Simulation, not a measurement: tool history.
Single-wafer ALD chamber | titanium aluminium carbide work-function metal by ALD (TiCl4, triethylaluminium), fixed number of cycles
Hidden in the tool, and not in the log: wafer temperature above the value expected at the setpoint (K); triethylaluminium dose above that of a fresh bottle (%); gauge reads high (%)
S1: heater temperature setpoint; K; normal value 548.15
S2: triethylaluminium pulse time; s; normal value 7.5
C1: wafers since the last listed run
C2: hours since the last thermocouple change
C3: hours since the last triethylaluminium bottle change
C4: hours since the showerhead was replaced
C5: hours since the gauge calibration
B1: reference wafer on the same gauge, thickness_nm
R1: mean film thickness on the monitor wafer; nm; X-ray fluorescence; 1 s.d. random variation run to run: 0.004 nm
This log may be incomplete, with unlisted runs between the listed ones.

run 1 hour=0 | S1=548.15 S2=7.5 | C1=0 C2=2649.8 C3=431.5 C4=2493.4 C5=209.3 | B1=1.541 | R1=1.561
run 2 hour=36.5 | S1=548.15 S2=7.5 | C1=487 C2=2686.3 C3=468 C4=2529.9 C5=245.8 | B1=1.541 | R1=1.552
run 3 hour=53.9 | S1=548.15 S2=7.5 | C1=232 C2=2703.7 C3=485.4 C4=2547.3 C5=263.2 | B1=1.54 | R1=1.552
run 4 hour=79.9 | S1=548.15 S2=7.5 | C1=347 C2=2729.7 C3=511.4 C4=2573.3 C5=289.2 | B1=1.54 | R1=1.553
run 5 hour=108.9 | S1=548.15 S2=7.5 | C1=387 C2=2758.7 C3=540.4 C4=2602.3 C5=318.2 | B1=1.541 | R1=1.543
run 6 hour=176 | S1=548.15 S2=7.5 | C1=896 C2=2825.8 C3=607.5 C4=2669.4 C5=385.3 | B1=1.539 | R1=1.526
-- hour=209.7 triethylaluminium bottle replaced
run 7 hour=211.1 | S1=548.15 S2=7.5 | C1=361 C2=2860.9 C3=1.4 C4=2704.5 C5=420.4 | B1=1.539 | R1=1.577
run 8 hour=229.7 | S1=548.15 S2=7.5 | C1=248 C2=2879.5 C3=20 C4=2723.1 C5=439 | B1=1.54 | R1=1.578
run 9 hour=250.5 | S1=548.15 S2=7.5 | C1=277 C2=2900.3 C3=40.8 C4=2743.9 C5=459.8 | B1=1.54 | R1=1.576
-- hour=253.9 gauge calibrated
run 10 hour=277.4 | S1=548.15 S2=8.98 | C1=359 C2=2927.2 C3=67.7 C4=2770.8 C5=23.5 | B1=1.54 | R1=1.631
-- hour=289.3 thermocouple changed; heater temperature recalibrated
run 11 hour=294.2 | S1=548.15 S2=8.98 | C1=117 C2=4.9 C3=84.5 C4=2787.6 C5=40.3 | B1=1.541 | R1=1.635
-- hour=320.8 showerhead replaced
run 12 hour=321.5 | S1=548.15 S2=8.98 | C1=257 C2=32.2 C3=111.8 C4=0.7 C5=67.6 | B1=1.54 | R1=1.631
run 13 hour=338.3 | S1=541.15 S2=8.51 | C1=224 C2=49 C3=128.6 C4=17.5 C5=84.4 | B1=1.541 | R1=1.564
run 14 hour=359.8 | S1=548.15 S2=7.5 | C1=287 C2=70.5 C3=150.1 C4=39 C5=105.9 | B1=1.54 | R1=1.566
run 15 hour=390.4 | S1=548.15 S2=9.76 | C1=408 C2=101.1 C3=180.7 C4=69.6 C5=136.5 | B1=1.54 | R1=1.653
run 16 hour=411.5 | S1=562.15 S2=7.5 | C1=281 C2=122.2 C3=201.8 C4=90.7 C5=157.6 | B1=1.54 | R1=1.673

Run 17 comes next. What will it give?
run 17 hour=431.6 | S1=548.15 S2=6.33 | C1=268 C2=142.3 C3=221.9 C4=110.8 C5=177.7 | B1=? | R1=?

B1: 1.54
R1: 1.482 nm
Had the tool carried no hidden state, the very same run would have given R1 1.498 nm.
